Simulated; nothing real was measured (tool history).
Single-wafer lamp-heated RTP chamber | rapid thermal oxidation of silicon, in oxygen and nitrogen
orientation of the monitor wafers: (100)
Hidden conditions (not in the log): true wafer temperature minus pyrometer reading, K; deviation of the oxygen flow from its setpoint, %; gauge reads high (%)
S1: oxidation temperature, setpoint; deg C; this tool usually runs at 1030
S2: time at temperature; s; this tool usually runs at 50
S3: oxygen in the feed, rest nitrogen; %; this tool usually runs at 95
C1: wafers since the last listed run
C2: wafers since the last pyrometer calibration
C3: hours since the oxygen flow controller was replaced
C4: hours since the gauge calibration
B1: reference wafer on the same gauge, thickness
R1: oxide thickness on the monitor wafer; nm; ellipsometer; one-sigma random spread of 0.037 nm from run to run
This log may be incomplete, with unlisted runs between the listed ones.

run	day	S1	S2	S3	C1	C2	C3	C4	B1	R1
1	0.000	1030	43	95	0	7102	2360.3	617.7	5.635	6.360
2	2.254	1030	43	95	696	7798	2414.4	671.8	5.642	6.412
3	4.721	1030	43	95	761	8560	2473.6	731.0	5.649	6.318
4	7.771	1042	50	82	941	9502	2546.8	804.2	5.632	6.991
# day 9.471: pyrometer window cleaned and pyrometer calibrated
5	9.871	1042	50	82	545	123	2597.2	854.6	5.635	6.948
6	21.354	1042	50	82	3546	3670	2872.8	1130.2	5.649	6.998
7	24.704	1030	50	98	1034	4704	2953.2	1210.6	5.648	6.824
8	28.442	1030	50	98	1154	5859	3042.9	1300.3	5.644	6.848
9	31.304	1030	50	98	884	6743	3111.6	1369.0	5.644	6.861
10	33.354	1030	50	95	633	7376	3160.8	1418.2	5.637	6.757
11	36.179	1030	50	95	872	8248	3228.6	1486.0	5.637	6.740
12	38.746	1030	50	95	792	9041	3290.2	1547.6	5.640	6.802
# day 41.067: pyrometer window cleaned and pyrometer calibrated
13	41.612	1030	50	95	782	168	3359.0	1616.4	5.641	6.738
14	44.992	1017	50	95	1043	1211	3440.1	1697.5	5.645	6.147
15	47.588	1017	33	69	801	2013	3502.4	1759.8	5.638	4.652
16	51.479	1055	31	95	1201	3215	3595.8	1853.2	5.639	6.563
17	53.262	1039	74	87	550	3766	3638.6	1896.0	5.637	8.347
18	56.671	1050	35	95	1052	4818	3720.4	1977.8	5.640	6.696
19	58.512	1030	50	84	568	5387	3764.6	2022.0	5.641	6.478
20	61.167	1030	50	84	819	6207	3828.3	2085.7	5.643	6.486
# day 69.750: pyrometer window cleaned and pyrometer calibrated
# day 70.821: gauge calibrated
21	72.108	1030	50	95	3276	728	4090.9	30.9	5.637	6.730
22	76.271	1030	50	95	1285	2013	4190.8	130.8	5.639	6.781
23	80.354	1030	50	95	1261	3274	4288.8	228.8	5.653	6.780
# day 82.317: oxygen flow controller replaced
24	82.338	1060	50	95	509	3784	0.5	276.4	5.643	8.288
25	84.633	1030	50	95	709	4493	55.6	331.5	5.635	6.763
26	88.150	1021	63	71	1086	5579	140.0	415.9	5.646	6.333
27	91.388	1030	50	95	999	6579	217.7	493.6	5.653	6.827
28	94.688	1030	34	95	1019	7598	296.9	572.8	5.630	5.752
29	97.604	1019	63	98	900	8498	366.9	642.8	5.637	6.970
30	99.575	1038	50	95	608	9107	414.2	690.1	5.635	7.202
# day 101.362: pyrometer window cleaned and pyrometer calibrated
31	102.554	1011	50	75	817	367	485.7	761.6	5.631	5.397
32	105.367	1030	29	98	868	1236	553.2	829.1	5.639	5.403
33	108.083	1003	69	85	838	2075	618.4	894.3	5.649	6.172
34	110.338	1014	67	98	696	2771	672.5	948.4	5.645	6.949
35	114.217	1052	50	98	1197	3969	765.6	1041.5	5.653	7.965
36	117.358	1059	37	98	970	4939	841.0	1116.9	5.635	7.308
37	120.217	1030	43	95	882	5822	909.6	1185.5	5.636	6.266
38	123.971	1048	50	95	1159	6981	999.7	1275.6	5.634	7.697

Below are 4 alternative next runs, each starting from the tool's condition after run 38. Predict each:
A	123.988	1030	50	95	5	6986	1000.1	1276.0	?	?
B	123.988	1030	62	95	5	6986	1000.1	1276.0	?	?
C	123.988	1048	56	95	5	6986	1000.1	1276.0	?	?
D	123.988	1009	32	85	5	6986	1000.1	1276.0	?	?

run	B1	R1
A	5.644	6.739
B	5.644	7.412
C	5.644	8.032
D	5.644	4.624
Had the tool no hidden state, the same runs would have come out as:
run	R1
A	6.739
B	7.412
C	8.032
D	4.624
